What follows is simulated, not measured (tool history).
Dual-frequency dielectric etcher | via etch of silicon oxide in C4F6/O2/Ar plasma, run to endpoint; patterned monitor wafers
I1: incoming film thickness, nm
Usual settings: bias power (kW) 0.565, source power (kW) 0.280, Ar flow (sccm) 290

{"run": 1, "hour": 0.0, "bias power (kW)": 0.565, "source power (kW)": 0.28, "Ar flow (sccm)": 290, "I1": 194.5, "endpoint time (s)": 42.6}
{"hour": 122.6, "done": "wet clean of the chamber"}
{"run": 2, "hour": 233.5, "bias power (kW)": 0.565, "source power (kW)": 0.28, "Ar flow (sccm)": 290, "I1": 195.0, "endpoint time (s)": 43.8}
{"run": 3, "hour": 279.8, "bias power (kW)": 0.565, "source power (kW)": 0.28, "Ar flow (sccm)": 290, "I1": 194.6, "endpoint time (s)": 43.7}
{"run": 4, "hour": 320.4, "bias power (kW)": 0.565, "source power (kW)": 0.28, "Ar flow (sccm)": 290, "I1": 196.2, "endpoint time (s)": 43.9}
{"run": 5, "hour": 402.1, "bias power (kW)": 0.565, "source power (kW)": 0.28, "Ar flow (sccm)": 290, "I1": 196.9, "endpoint time (s)": 44.4}
{"run": 6, "hour": 482.1, "bias power (kW)": 0.565, "source power (kW)": 0.28, "Ar flow (sccm)": 290, "I1": 195.6, "endpoint time (s)": 43.5}
{"run": 7, "hour": 528.6, "bias power (kW)": 0.565, "source power (kW)": 0.28, "Ar flow (sccm)": 263, "I1": 198.2, "endpoint time (s)": 43.4}
{"run": 8, "hour": 581.0, "bias power (kW)": 0.565, "source power (kW)": 0.28, "Ar flow (sccm)": 263, "I1": 194.5, "endpoint time (s)": 42.7}
{"run": 9, "hour": 641.5, "bias power (kW)": 0.565, "source power (kW)": 0.28, "Ar flow (sccm)": 290, "I1": 195.3, "endpoint time (s)": 42.7}
{"hour": 689.1, "done": "wet clean of the chamber"}
{"run": 10, "hour": 710.8, "bias power (kW)": 0.565, "source power (kW)": 0.28, "Ar flow (sccm)": 290, "I1": 194.2, "endpoint time (s)": 44.5}
{"run": 11, "hour": 811.0, "bias power (kW)": 0.565, "source power (kW)": 0.28, "Ar flow (sccm)": 290, "I1": 193.0, "endpoint time (s)": 43.7}
{"hour": 870.9, "done": "bias power generator calibrated"}
{"run": 12, "hour": 883.0, "bias power (kW)": 0.565, "source power (kW)": 0.26, "Ar flow (sccm)": 333, "I1": 194.1, "endpoint time (s)": 46.0}
{"run": 13, "hour": 931.7, "bias power (kW)": 0.473, "source power (kW)": 0.31, "Ar flow (sccm)": 253, "I1": 196.2, "endpoint time (s)": 44.1}
{"run": 14, "hour": 986.6, "bias power (kW)": 0.565, "source power (kW)": 0.28, "Ar flow (sccm)": 290, "I1": 195.1, "endpoint time (s)": 44.2}
{"hour": 1069.0, "done": "Ar flow controller replaced"}
{"run": 15, "hour": 1069.5, "bias power (kW)": 0.565, "source power (kW)": 0.35, "Ar flow (sccm)": 290, "I1": 192.7, "endpoint time (s)": 39.4}
{"hour": 1147.7, "done": "upper electrode replaced"}
{"run": 16, "hour": 1148.2, "bias power (kW)": 0.631, "source power (kW)": 0.34, "Ar flow (sccm)": 360, "I1": 194.4, "endpoint time (s)": 39.0}
{"hour": 1350.2, "done": "wet clean of the chamber"}
{"hour": 1360.5, "done": "source power generator calibrated"}
{"run": 17, "hour": 1397.0, "bias power (kW)": 0.565, "source power (kW)": 0.28, "Ar flow (sccm)": 258, "I1": 195.6, "endpoint time (s)": 43.8}
{"run": 18, "hour": 1474.4, "bias power (kW)": 0.565, "source power (kW)": 0.28, "Ar flow (sccm)": 290, "I1": 193.9, "endpoint time (s)": 43.6}
{"run": 19, "hour": 1529.1, "bias power (kW)": 0.565, "source power (kW)": 0.28, "Ar flow (sccm)": 220, "I1": 194.6, "endpoint time (s)": 42.9}
{"run": 20, "hour": 1605.0, "bias power (kW)": 0.565, "source power (kW)": 0.21, "Ar flow (sccm)": 290, "I1": 195.9, "endpoint time (s)": 50.1}
{"run": 21, "hour": 1709.1, "bias power (kW)": 0.695, "source power (kW)": 0.23, "Ar flow (sccm)": 317, "I1": 193.1, "endpoint time (s)": 44.4}
{"run": 22, "hour": 1783.7, "bias power (kW)": 0.473, "source power (kW)": 0.28, "Ar flow (sccm)": 290, "I1": 194.5, "endpoint time (s)": 45.4}

5 ways to go on from here, each from the tool as it stands after run 22. What would each give?
{"run": "A", "hour": 1784.1, "bias power (kW)": 0.565, "source power (kW)": 0.28, "Ar flow (sccm)": 320, "I1": 195.0, "endpoint time (s)": "?"}
{"run": "B", "hour": 1784.1, "bias power (kW)": 0.451, "source power (kW)": 0.3, "Ar flow (sccm)": 335, "I1": 195.0, "endpoint time (s)": "?"}
{"run": "C", "hour": 1784.1, "bias power (kW)": 0.514, "source power (kW)": 0.28, "Ar flow (sccm)": 360, "I1": 195.0, "endpoint time (s)": "?"}
{"run": "D", "hour": 1784.1, "bias power (kW)": 0.477, "source power (kW)": 0.28, "Ar flow (sccm)": 348, "I1": 195.0, "endpoint time (s)": "?"}
{"run": "E", "hour": 1784.1, "bias power (kW)": 0.565, "source power (kW)": 0.28, "Ar flow (sccm)": 358, "I1": 195.0, "endpoint time (s)": "?"}

run=A endpoint_time_(s)=43.5
run=B endpoint_time_(s)=45.2
run=C endpoint_time_(s)=45.2
run=D endpoint_time_(s)=46.0
run=E endpoint_time_(s)=43.9
Without the tool's hidden state the same runs would have given:
run=A endpoint_time_(s)=44.2
run=B endpoint_time_(s)=45.9
run=C endpoint_time_(s)=45.8
run=D endpoint_time_(s)=46.7
run=E endpoint_time_(s)=44.6
